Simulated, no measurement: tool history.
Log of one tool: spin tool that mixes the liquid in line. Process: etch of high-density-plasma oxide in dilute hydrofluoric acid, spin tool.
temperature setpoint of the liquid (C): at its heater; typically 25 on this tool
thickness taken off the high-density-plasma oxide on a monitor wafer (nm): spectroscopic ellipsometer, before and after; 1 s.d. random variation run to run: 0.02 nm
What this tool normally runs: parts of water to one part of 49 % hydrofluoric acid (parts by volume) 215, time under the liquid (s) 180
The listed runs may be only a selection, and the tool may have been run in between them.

| run | hour | temperature setpoint of the liquid (C) | parts of water to one part of 49 % hydrofluoric acid (parts by volume) | time under the liquid (s) | read-back film thickness of the high-density-plasma oxide reference wafer, read on the same gauge (nm) | thickness taken off the high-density-plasma oxide on a monitor wafer (nm) |
|---|---|---|---|---|---|---|
| 1 | 0 | 25 | 215 | 180 | 90.004 | 3.535 |
| 2 | 15.5 | 25 | 215 | 180 | 90.012 | 3.528 |
| 3 | 30.4 | 25 | 215 | 180 | 89.989 | 3.545 |
|  | 71.8 | hydrofluoric acid flow meter replaced |
| 4 | 76.1 | 25 | 160 | 180 | 89.981 | 6.091 |
| 5 | 85.1 | 25 | 160 | 180 | 89.955 | 6.02 |
|  | 97.8 | thermometer replaced |
| 6 | 101.6 | 25 | 160 | 180 | 89.984 | 6.035 |
| 7 | 114.9 | 25 | 215 | 180 | 89.995 | 4.193 |
|  | 121.7 | gauge calibrated |
| 8 | 126.4 | 25 | 215 | 180 | 89.984 | 4.21 |
| 9 | 144 | 21 | 215 | 180 | 89.974 | 3.633 |
| 10 | 161.4 | 25 | 215 | 180 | 89.99 | 4.201 |
| 11 | 169 | 29.5 | 215 | 180 | 89.967 | 4.915 |
| 12 | 185.2 | 22 | 275 | 180 | 90.006 | 2.742 |
| 13 | 197.8 | 25 | 215 | 130 | 90.019 | 3.037 |
| 14 | 210.4 | 29 | 175 | 180 | 90.002 | 6.213 |
| 15 | 226.1 | 23.5 | 260 | 70 | 90.02 | 1.201 |

Alternative continuations, all from the tool just after run 15; predict every row:
| A | 226.6 | 25 | 265 | 180 | ? | ? |
| B | 226.6 | 29.5 | 315 | 100 | ? | ? |
| C | 226.6 | 22 | 145 | 145 | ? | ? |
| D | 226.6 | 25 | 250 | 265 | ? | ? |

| run | read-back film thickness of the high-density-plasma oxide reference wafer, read on the same gauge (nm) | thickness taken off the high-density-plasma oxide on a monitor wafer (nm) |
|---|---|---|
| A | 89.966 | 3.183 |
| B | 89.966 | 1.64 |
| C | 89.966 | 4.769 |
| D | 89.966 | 5.045 |
The same runs, with their run-to-run variation unchanged, on a tool lacking any hidden condition would have given:
| run | thickness taken off the high-density-plasma oxide on a monitor wafer (nm) |
|---|---|
| A | 3.241 |
| B | 1.671 |
| C | 4.848 |
| D | 5.136 |
